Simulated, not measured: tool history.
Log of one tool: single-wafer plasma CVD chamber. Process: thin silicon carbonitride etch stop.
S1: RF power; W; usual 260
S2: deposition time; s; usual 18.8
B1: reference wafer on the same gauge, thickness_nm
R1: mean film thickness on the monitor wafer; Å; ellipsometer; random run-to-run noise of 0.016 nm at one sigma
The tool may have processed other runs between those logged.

| run | day | S1 | S2 | B1 | R1 |
|---|---|---|---|---|---|
| 1 | 0 | 225 | 18.8 | 12.402 | 101.04 |
| 2 | 4.712 | 225 | 18.8 | 12.396 | 100.76 |
| 3 | 6.579 | 225 | 18.8 | 12.403 | 100.5 |
| 4 | 9.167 | 260 | 18.8 | 12.403 | 107.76 |
| 5 | 12.812 | 260 | 18.8 | 12.395 | 107.91 |
| 6 | 15.896 | 260 | 18.8 | 12.402 | 107.78 |
| 7 | 18.858 | 295 | 18.8 | 12.403 | 114.04 |
| 8 | 20.483 | 260 | 18.8 | 12.398 | 107.82 |
| 9 | 24.962 | 260 | 18.8 | 12.405 | 107.76 |
| 10 | 27.162 | 260 | 18.8 | 12.404 | 107.61 |
| 11 | 28.925 | 260 | 18.8 | 12.405 | 107.79 |
| 12 | 31.746 | 260 | 18.8 | 12.4 | 107.36 |
| 13 | 33.825 | 260 | 19.9 | 12.4 | 113.84 |
| 14 | 38.146 | 230 | 20 | 12.403 | 108.06 |
| 15 | 40.95 | 260 | 18.8 | 12.401 | 107.68 |
| 16 | 43.825 | 280 | 16.4 | 12.397 | 97.18 |
| 17 | 46.812 | 295 | 17.3 | 12.399 | 104.42 |
|  | 50.879 | RF generator calibrated |
| 18 | 50.896 | 285 | 17.8 | 12.4 | 107.02 |
|  | 51.062 | gauge calibrated |
| 19 | 53.304 | 210 | 15.7 | 12.398 | 81.55 |
| 20 | 56.004 | 245 | 21.5 | 12.399 | 120.49 |
| 21 | 59.825 | 260 | 18.8 | 12.4 | 107.92 |
|  | 61.833 | showerhead replaced |
| 22 | 61.854 | 260 | 18.8 | 12.398 | 108.44 |
|  | 63.779 | thermocouple changed; heater temperature recalibrated |
| 23 | 65.958 | 235 | 17.2 | 12.397 | 94.17 |
| 24 | 70.304 | 260 | 18.8 | 12.397 | 107.75 |
| 25 | 73.454 | 260 | 18.8 | 12.398 | 107.86 |
| 26 | 77.992 | 235 | 22 | 12.398 | 120.51 |
| 27 | 81.912 | 225 | 16.1 | 12.401 | 86.14 |

Some steps in R1, run to run, broken into two amounts with sign: the step expected even without the hidden condition (settings, incoming material, random variation), and the rest, left for the hidden condition together with whatever gauge scatter is not in both the measured and the hidden-condition-free result:
Hidden conditions of the tool in this case: wafer temperature above the value expected at the setpoint (K); delivered RF power above the setpoint (%); gauge reads high (%).
Run 17 -> 18: S1 295 -> 285, S2 17.3 -> 17.8, RF generator calibrated. R1 +2.6 Å: hidden state +0.95, all else +1.65.
Run 19 -> 20: S1 210 -> 245, S2 15.7 -> 21.5. R1 +38.94 Å: hidden state -0.3, all else +39.24.
Run 26 -> 27: S1 235 -> 225, S2 22 -> 16.1. R1 -34.37 Å: hidden state +0.33, all else -34.7.

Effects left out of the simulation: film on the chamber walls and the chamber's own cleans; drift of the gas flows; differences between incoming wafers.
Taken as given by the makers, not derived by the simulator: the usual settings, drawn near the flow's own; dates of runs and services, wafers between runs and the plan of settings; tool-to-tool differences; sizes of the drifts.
